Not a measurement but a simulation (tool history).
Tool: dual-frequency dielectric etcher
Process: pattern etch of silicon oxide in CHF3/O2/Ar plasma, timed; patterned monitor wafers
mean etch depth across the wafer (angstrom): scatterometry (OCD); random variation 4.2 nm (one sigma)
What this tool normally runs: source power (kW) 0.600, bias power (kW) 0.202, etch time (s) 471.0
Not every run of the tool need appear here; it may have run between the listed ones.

| run | hour | source power (kW) | bias power (kW) | etch time (s) | wafers since the last listed run | hours since the last wet clean | hours since the last source power generator calibration | hours since the last bias power generator calibration | hours since the last upper electrode change | hours since the gauge calibration | read-back reference wafer on the same gauge, depth_nm | mean etch depth across the wafer (angstrom) |
|---|---|---|---|---|---|---|---|---|---|---|---|---|
| 1 | 0.0 | 0.600 | 0.202 | 471.0 | 0 | 251.2 | 2797.4 | 3349.0 | 2424.2 | 287.0 | 766.3 | 9537 |
| 2 | 102.3 | 0.600 | 0.202 | 471.0 | 255 | 353.5 | 2899.7 | 3451.3 | 2526.5 | 389.3 | 764.1 | 9513 |
| 3 | 122.6 | 0.600 | 0.202 | 471.0 | 50 | 373.8 | 2920.0 | 3471.6 | 2546.8 | 409.6 | 765.2 | 9460 |
| 4 | 157.3 | 0.490 | 0.202 | 471.0 | 86 | 408.5 | 2954.7 | 3506.3 | 2581.5 | 444.3 | 763.7 | 9043 |
|  | 200.1 | wet clean of the chamber |
| 5 | 200.6 | 0.490 | 0.202 | 471.0 | 48 | 0.5 | 2998.0 | 3549.6 | 2624.8 | 487.6 | 764.7 | 8833 |
| 6 | 208.0 | 0.600 | 0.202 | 471.0 | 18 | 7.9 | 3005.4 | 3557.0 | 2632.2 | 495.0 | 764.1 | 9374 |
| 7 | 220.5 | 0.600 | 0.202 | 471.0 | 31 | 20.4 | 3017.9 | 3569.5 | 2644.7 | 507.5 | 764.6 | 9370 |
| 8 | 233.6 | 0.600 | 0.202 | 471.0 | 32 | 33.5 | 3031.0 | 3582.6 | 2657.8 | 520.6 | 765.1 | 9263 |
| 9 | 256.5 | 0.680 | 0.202 | 471.0 | 57 | 56.4 | 3053.9 | 3605.5 | 2680.7 | 543.5 | 766.0 | 9726 |
|  | 298.3 | upper electrode replaced |
| 10 | 298.8 | 0.600 | 0.174 | 412.5 | 45 | 98.7 | 3096.2 | 3647.8 | 0.5 | 585.8 | 764.9 | 7553 |
| 11 | 299.2 | 0.550 | 0.185 | 371.0 | 0 | 99.1 | 3096.6 | 3648.2 | 0.9 | 586.2 | 764.1 | 6881 |
| 12 | 388.9 | 0.600 | 0.202 | 425.5 | 223 | 188.8 | 3186.3 | 3737.9 | 90.6 | 675.9 | 764.9 | 8540 |
|  | 396.0 | bias power generator calibrated |
| 13 | 421.5 | 0.600 | 0.157 | 471.0 | 71 | 221.4 | 3218.9 | 25.5 | 123.2 | 708.5 | 765.3 | 8179 |
|  | 434.5 | source power generator calibrated |
| 14 | 438.7 | 0.490 | 0.202 | 471.0 | 32 | 238.6 | 4.2 | 42.7 | 140.4 | 725.7 | 764.1 | 8988 |
|  | 449.5 | gauge calibrated |
| 15 | 522.2 | 0.550 | 0.242 | 377.5 | 208 | 322.1 | 87.7 | 126.2 | 223.9 | 72.7 | 765.1 | 8200 |
| 16 | 535.7 | 0.600 | 0.202 | 471.0 | 33 | 335.6 | 101.2 | 139.7 | 237.4 | 86.2 | 765.4 | 9516 |
| 17 | 618.4 | 0.600 | 0.202 | 471.0 | 206 | 418.3 | 183.9 | 222.4 | 320.1 | 168.9 | 765.4 | 9538 |

Consider 4 possible next runs. They are alternatives, not a sequence: every one starts from the tool as it was left by run 17. What does each give?
| A | 618.9 | 0.600 | 0.202 | 471.0 | 1 | 418.8 | 184.4 | 222.9 | 320.6 | 169.4 | ? | ? |
| B | 618.9 | 0.540 | 0.202 | 435.0 | 1 | 418.8 | 184.4 | 222.9 | 320.6 | 169.4 | ? | ? |
| C | 618.9 | 0.710 | 0.243 | 593.5 | 1 | 418.8 | 184.4 | 222.9 | 320.6 | 169.4 | ? | ? |
| D | 618.9 | 0.600 | 0.236 | 471.0 | 1 | 418.8 | 184.4 | 222.9 | 320.6 | 169.4 | ? | ? |

| run | read-back reference wafer on the same gauge, depth_nm | mean etch depth across the wafer (angstrom) |
|---|---|---|
| A | 764.5 | 9569 |
| B | 764.5 | 8586 |
| C | 764.5 | 13958 |
| D | 764.5 | 10405 |
Without the tool's hidden state the same runs would have given:
| run | mean etch depth across the wafer (angstrom) |
|---|---|
| A | 9367 |
| B | 8405 |
| C | 13663 |
| D | 10185 |

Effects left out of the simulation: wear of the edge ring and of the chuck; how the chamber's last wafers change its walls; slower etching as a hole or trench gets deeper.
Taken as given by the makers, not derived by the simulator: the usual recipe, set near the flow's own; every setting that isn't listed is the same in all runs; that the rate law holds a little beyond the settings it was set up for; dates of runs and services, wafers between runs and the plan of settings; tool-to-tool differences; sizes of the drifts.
